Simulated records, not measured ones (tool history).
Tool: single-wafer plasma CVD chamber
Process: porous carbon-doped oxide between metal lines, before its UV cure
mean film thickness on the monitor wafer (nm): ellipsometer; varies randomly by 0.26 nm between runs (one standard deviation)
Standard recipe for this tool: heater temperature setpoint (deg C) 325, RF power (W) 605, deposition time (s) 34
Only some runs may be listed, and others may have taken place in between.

run   hour  heater temperature setpoint (deg C)  RF power (W)  deposition time (s)  wafers since the last listed run  hours since the last thermocouple change  hours since the last RF generator calibration  hours since the showerhead was replaced  hours since the gauge calibration  read-back reference wafer on the same gauge, thickness_nm  mean film thickness on the monitor wafer (nm)
  1      0                                  325           575                   34                                 0                                    2258.4                                         1354.7                                   3976.2                               74.9                                                    179.044                                        155.081
  2   12.9                                  325           605                   34                               224                                    2271.3                                         1367.6                                   3989.1                               87.8                                                    178.984                                        162.886
  3   29.5                                  325           605                   34                               288                                    2287.9                                         1384.2                                   4005.7                              104.4                                                    178.963                                        163.368
  4   38.1                                  325           605                   34                               149                                    2296.5                                         1392.8                                   4014.3                                113                                                      179.1                                        162.825
  5   54.5                                  325           605                   34                               285                                    2312.9                                         1409.2                                   4030.7                              129.4                                                    179.039                                        163.704
  6   64.3                                  325           605                   34                               170                                    2322.7                                           1419                                   4040.5                              139.2                                                    178.923                                        162.942
  7   78.3                                  325           605                   34                               243                                    2336.7                                           1433                                   4054.5                              153.2                                                      179.1                                        162.515
      90.2  -- thermocouple changed; heater temperature recalibrated
  8   94.6                                  336           650                 27.5                               144                                       4.4                                         1449.3                                   4070.8                              169.5                                                    179.009                                        133.997
  9    111                                  325           605                   34                               285                                      20.8                                         1465.7                                   4087.2                              185.9                                                    178.965                                        163.109
     129.8  -- gauge calibrated
     131.3  -- RF generator calibrated
       150  -- showerhead replaced
 10  156.1                                  339           485                   34                               506                                      65.9                                           24.8                                      6.1                               26.3                                                    178.964                                        125.723
 11  173.1                                  318           605                   34                               295                                      82.9                                           41.8                                     23.1                               43.3                                                    178.963                                        178.708
 12  185.7                                  325           605                   34                               219                                      95.5                                           54.4                                     35.7                               55.9                                                    178.955                                        171.446
 13  194.4                                  325           525                   34                               151                                     104.2                                           63.1                                     44.4                               64.6                                                    179.008                                        147.986
 14  235.5                                  325           605                   34                               715                                     145.3                                          104.2                                     85.5                              105.7                                                    179.037                                        170.198
 15  244.2                                  314           720                   34                               151                                       154                                          112.9                                     94.2                              114.4                                                    179.006                                        212.979

4 options for the next run, each taken on its own from the tool as it stands now. Forecast them:
  A  244.6                                  325           655                   34                                 6                                     154.4                                          113.3                                     94.6                              114.8                                                          ?                                              ?
  B  244.6                                  312           505                 40.5                                 6                                     154.4                                          113.3                                     94.6                              114.8                                                          ?                                              ?
  C  244.6                                  317           685                 31.3                                 6                                     154.4                                          113.3                                     94.6                              114.8                                                          ?                                              ?
  D  244.6                                  331           490                   34                                 6                                     154.4                                          113.3                                     94.6                              114.8                                                          ?                                              ?

run  read-back reference wafer on the same gauge, thickness_nm  mean film thickness on the monitor wafer (nm)
  A                                                    178.893                                        183.429
  B                                                    178.893                                        180.013
  C                                                    178.893                                        184.608
  D                                                    178.893                                        131.005
With no hidden state in the tool, these same runs would have given:
run  mean film thickness on the monitor wafer (nm)
  A                                         185.81
  B                                        182.766
  C                                        187.005
  D                                        133.069
